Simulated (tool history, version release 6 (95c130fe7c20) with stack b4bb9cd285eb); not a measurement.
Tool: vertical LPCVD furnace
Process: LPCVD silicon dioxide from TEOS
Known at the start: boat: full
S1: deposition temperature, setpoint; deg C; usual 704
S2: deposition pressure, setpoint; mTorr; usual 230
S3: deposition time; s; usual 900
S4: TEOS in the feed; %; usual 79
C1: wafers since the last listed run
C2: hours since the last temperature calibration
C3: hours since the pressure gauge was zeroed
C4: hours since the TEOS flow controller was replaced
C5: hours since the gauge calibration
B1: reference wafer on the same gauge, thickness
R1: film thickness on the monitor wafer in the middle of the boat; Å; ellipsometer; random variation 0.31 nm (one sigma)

run 1 hour=0 | S1=704 S2=230 S3=900 S4=79 | C1=0 C2=645.4 C3=2440 C4=4607.9 C5=719.2 | B1=106.97 | R1=1218.7
run 2 hour=49.3 | S1=704 S2=230 S3=900 S4=79 | C1=1169 C2=694.7 C3=2489.3 C4=4657.2 C5=768.5 | B1=107.01 | R1=1217.4
run 3 hour=80.8 | S1=704 S2=230 S3=900 S4=79 | C1=747 C2=726.2 C3=2520.8 C4=4688.7 C5=800 | B1=106.9 | R1=1224.3
run 4 hour=136.4 | S1=704 S2=230 S3=900 S4=79 | C1=1318 C2=781.8 C3=2576.4 C4=4744.3 C5=855.6 | B1=107.04 | R1=1221.5
run 5 hour=172 | S1=704 S2=230 S3=900 S4=79 | C1=844 C2=817.4 C3=2612 C4=4779.9 C5=891.2 | B1=107.06 | R1=1221.3
run 6 hour=236.8 | S1=713 S2=255 S3=900 S4=79 | C1=1537 C2=882.2 C3=2676.8 C4=4844.7 C5=956 | B1=107.06 | R1=1575.4
run 7 hour=298.3 | S1=713 S2=255 S3=900 S4=79 | C1=1458 C2=943.7 C3=2738.3 C4=4906.2 C5=1017.5 | B1=106.99 | R1=1585.7
run 8 hour=339.3 | S1=713 S2=255 S3=900 S4=79 | C1=972 C2=984.7 C3=2779.3 C4=4947.2 C5=1058.5 | B1=106.98 | R1=1579.1
run 9 hour=376.2 | S1=704 S2=230 S3=900 S4=79 | C1=875 C2=1021.6 C3=2816.2 C4=4984.1 C5=1095.4 | B1=107.03 | R1=1218.7
run 10 hour=440.2 | S1=704 S2=230 S3=900 S4=79 | C1=1518 C2=1085.6 C3=2880.2 C4=5048.1 C5=1159.4 | B1=106.99 | R1=1219.9
-- hour=498.5 pressure gauge zeroed
run 11 hour=499 | S1=704 S2=230 S3=900 S4=79 | C1=825 C2=1144.4 C3=0.5 C4=5106.9 C5=1218.2 | B1=106.93 | R1=1226.2
run 12 hour=540.8 | S1=704 S2=230 S3=900 S4=79 | C1=991 C2=1186.2 C3=42.3 C4=5148.7 C5=1260 | B1=107.06 | R1=1214.5
run 13 hour=602.1 | S1=704 S2=230 S3=900 S4=79 | C1=1454 C2=1247.5 C3=103.6 C4=5210 C5=1321.3 | B1=107.03 | R1=1227.2
run 14 hour=630.3 | S1=704 S2=230 S3=900 S4=91 | C1=668 C2=1275.7 C3=131.8 C4=5238.2 C5=1349.5 | B1=107.01 | R1=1315
-- hour=697.8 thermocouples replaced and temperature profile calibrated
run 15 hour=698.3 | S1=704 S2=230 S3=900 S4=79 | C1=1043 C2=0.5 C3=199.8 C4=5306.2 C5=1417.5 | B1=106.93 | R1=1227.1
run 16 hour=750.8 | S1=704 S2=175 S3=900 S4=79 | C1=1245 C2=53 C3=252.3 C4=5358.7 C5=1470 | B1=107.03 | R1=1064.3
run 17 hour=781.2 | S1=704 S2=255 S3=1050 S4=79 | C1=721 C2=83.4 C3=282.7 C4=5389.1 C5=1500.4 | B1=107 | R1=1495.8
run 18 hour=840.9 | S1=704 S2=230 S3=900 S4=79 | C1=1416 C2=143.1 C3=342.4 C4=5448.8 C5=1560.1 | B1=107.04 | R1=1228.3
run 19 hour=871.1 | S1=704 S2=230 S3=900 S4=79 | C1=716 C2=173.3 C3=372.6 C4=5479 C5=1590.3 | B1=107.02 | R1=1223.4
-- hour=1004.1 TEOS flow controller replaced
run 20 hour=1050.1 | S1=704 S2=230 S3=900 S4=79 | C1=3676 C2=352.3 C3=551.6 C4=46 C5=1769.3 | B1=107.03 | R1=1221
run 21 hour=1076.3 | S1=693 S2=185 S3=900 S4=79 | C1=621 C2=378.5 C3=577.8 C4=72.2 C5=1795.5 | B1=106.97 | R1=845.9
run 22 hour=1118 | S1=704 S2=230 S3=900 S4=79 | C1=989 C2=420.2 C3=619.5 C4=113.9 C5=1837.2 | B1=107.02 | R1=1220.6
run 23 hour=1163.7 | S1=709 S2=190 S3=990 S4=69 | C1=1084 C2=465.9 C3=665.2 C4=159.6 C5=1882.9 | B1=107.03 | R1=1281.5
-- hour=1196.4 gauge calibrated
run 24 hour=1198.5 | S1=704 S2=230 S3=900 S4=79 | C1=825 C2=500.7 C3=700 C4=194.4 C5=2.1 | B1=106.93 | R1=1219.9
run 25 hour=1262.8 | S1=704 S2=230 S3=780 S4=79 | C1=1525 C2=565 C3=764.3 C4=258.7 C5=66.4 | B1=106.99 | R1=1060.7
run 26 hour=1293.5 | S1=704 S2=195 S3=1080 S4=88 | C1=728 C2=595.7 C3=795 C4=289.4 C5=97.1 | B1=107.03 | R1=1428.2
run 27 hour=1342 | S1=713 S2=255 S3=900 S4=79 | C1=1150 C2=644.2 C3=843.5 C4=337.9 C5=145.6 | B1=106.95 | R1=1582.6
run 28 hour=1400.5 | S1=696 S2=230 S3=900 S4=79 | C1=1387 C2=702.7 C3=902 C4=396.4 C5=204.1 | B1=106.97 | R1=1016
run 29 hour=1457.9 | S1=715 S2=265 S3=1260 S4=89 | C1=1361 C2=760.1 C3=959.4 C4=453.8 C5=261.5 | B1=107.01 | R1=2512.2
run 30 hour=1517.6 | S1=704 S2=230 S3=900 S4=79 | C1=1416 C2=819.8 C3=1019.1 C4=513.5 C5=321.2 | B1=106.96 | R1=1218.1
run 31 hour=1544.9 | S1=716 S2=285 S3=660 S4=64 | C1=647 C2=847.1 C3=1046.4 C4=540.8 C5=348.5 | B1=106.96 | R1=1175.1
run 32 hour=1616 | S1=704 S2=230 S3=1020 S4=79 | C1=1686 C2=918.2 C3=1117.5 C4=611.9 C5=419.6 | B1=107.02 | R1=1385.2

What the log doesn't show, run by run:
true tube temperature minus thermocouple reading, K: 0 in every run
true pressure minus gauge reading, mTorr: 0 in every run
deviation of the TEOS flow from its setpoint, %: 0 in every run
gauge reads high (%): 0 in every run
